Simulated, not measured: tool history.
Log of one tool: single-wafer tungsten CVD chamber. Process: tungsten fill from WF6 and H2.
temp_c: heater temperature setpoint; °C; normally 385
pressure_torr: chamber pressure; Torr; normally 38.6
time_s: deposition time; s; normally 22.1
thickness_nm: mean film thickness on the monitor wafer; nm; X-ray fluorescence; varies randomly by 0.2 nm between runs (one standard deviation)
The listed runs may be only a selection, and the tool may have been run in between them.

run,hour,temp_c,pressure_torr,time_s,wafers since the last listed run,hours since the last thermocouple change,hours since the last manometer calibration,hours since the showerhead was replaced,hours since the gauge calibration,"read-back reference wafer on the same gauge, thickness_nm",thickness_nm
1,0,382,40.7,22.1,0,2152.1,1238.1,2574.6,355.1,55.585,47.532
2,35.3,382,40.7,22.1,1540,2187.4,1273.4,2609.9,390.4,55.659,48.098
3,64.8,382,40.7,22.1,1287,2216.9,1302.9,2639.4,419.9,55.562,47.506
4,100,385,42.8,22.1,1536,2252.1,1338.1,2674.6,455.1,55.659,51.905
5,124.8,385,42.8,22.1,1082,2276.9,1362.9,2699.4,479.9,55.562,51.602
6,159.5,376,38.6,22.1,1514,2311.6,1397.6,2734.1,514.6,55.681,41.265
7,180,376,38.6,22.1,894,2332.1,1418.1,2754.6,535.1,55.623,41.077
8,208.7,385,38.6,22.1,1252,2360.8,1446.8,2783.3,563.8,55.535,49.382
9,232,385,38.6,22.1,1016,2384.1,1470.1,2806.6,587.1,55.528,49.186
10,266.1,385,38.6,22.1,1488,2418.2,1504.2,2840.7,621.2,55.578,49.149
# hour 302.6: showerhead replaced
11,303.1,379,38.6,22.1,1265,2455.2,1541.2,0.5,658.2,55.632,43.834
12,315.8,379,38.6,22.1,554,2467.9,1553.9,13.2,670.9,55.632,43.927
13,345.7,385,38.6,23.3,1305,2497.8,1583.8,43.1,700.8,55.62,52.192
14,365.2,385,38.6,23.3,851,2517.3,1603.3,62.6,720.3,55.596,51.729
# hour 386.6: capacitance manometer re-zeroed and calibrated
# hour 391.4: thermocouple changed; heater temperature recalibrated
15,391.9,385,38.6,23.3,609,0.5,5.3,89.3,747,55.63,52.219
16,401.8,385,38.6,23.1,432,10.4,15.2,99.2,756.9,55.573,51.434
# hour 415.3: gauge calibrated
17,426,385,38.6,22.1,1056,34.6,39.4,123.4,10.7,55.629,49.132
18,454.5,389,31.8,26.2,1243,63.1,67.9,151.9,39.2,55.629,57.188
19,479.3,390,44.5,24.3,1082,87.9,92.7,176.7,64,55.711,63.516
20,514.1,395,38.6,22.1,1518,122.7,127.5,211.5,98.8,55.72,59.295
21,536.8,385,41.4,20.4,990,145.4,150.2,234.2,121.5,55.686,47.032
22,572.4,385,41.9,22.1,1553,181,185.8,269.8,157.1,55.566,51.146
23,598.9,385,45.5,22.1,1156,207.5,212.3,296.3,183.6,55.69,53.06
24,627.6,371,29,20.6,1252,236.2,241,325,212.3,55.577,30.235
25,662.7,373,43.2,22.1,1531,271.3,276.1,360.1,247.4,55.656,41.029
26,674.9,385,38.6,22.1,532,283.5,288.3,372.3,259.6,55.632,49.167
27,700.8,385,38.6,22.1,1130,309.4,314.2,398.2,285.5,55.573,49.156
28,721.8,385,38.6,22.1,916,330.4,335.2,419.2,306.5,55.598,49.709
29,749.7,377,41.7,26.2,1217,358.3,363.1,447.1,334.4,55.633,51.598
30,774.7,376,41.5,19,1091,383.3,388.1,472.1,359.4,55.475,36.837
31,792,398,46.1,26.3,755,400.6,405.4,489.4,376.7,55.628,81.6
32,824.8,385,38.6,22.1,1431,433.4,438.2,522.2,409.5,55.557,49.27

3 ways to go on from here, each from the tool as it stands after run 32. What would each give?
A,825.2,385,38.6,22.1,17,433.8,438.6,522.6,409.9,?,?
B,825.2,385,38.6,20.6,17,433.8,438.6,522.6,409.9,?,?
C,825.2,399,38.6,22.1,17,433.8,438.6,522.6,409.9,?,?

run,"read-back reference wafer on the same gauge, thickness_nm",thickness_nm
A,55.535,49.019
B,55.535,45.678
C,55.535,63.621
What these runs would have given with no unlogged condition in the tool:
run,thickness_nm
A,49.019
B,45.678
C,63.621
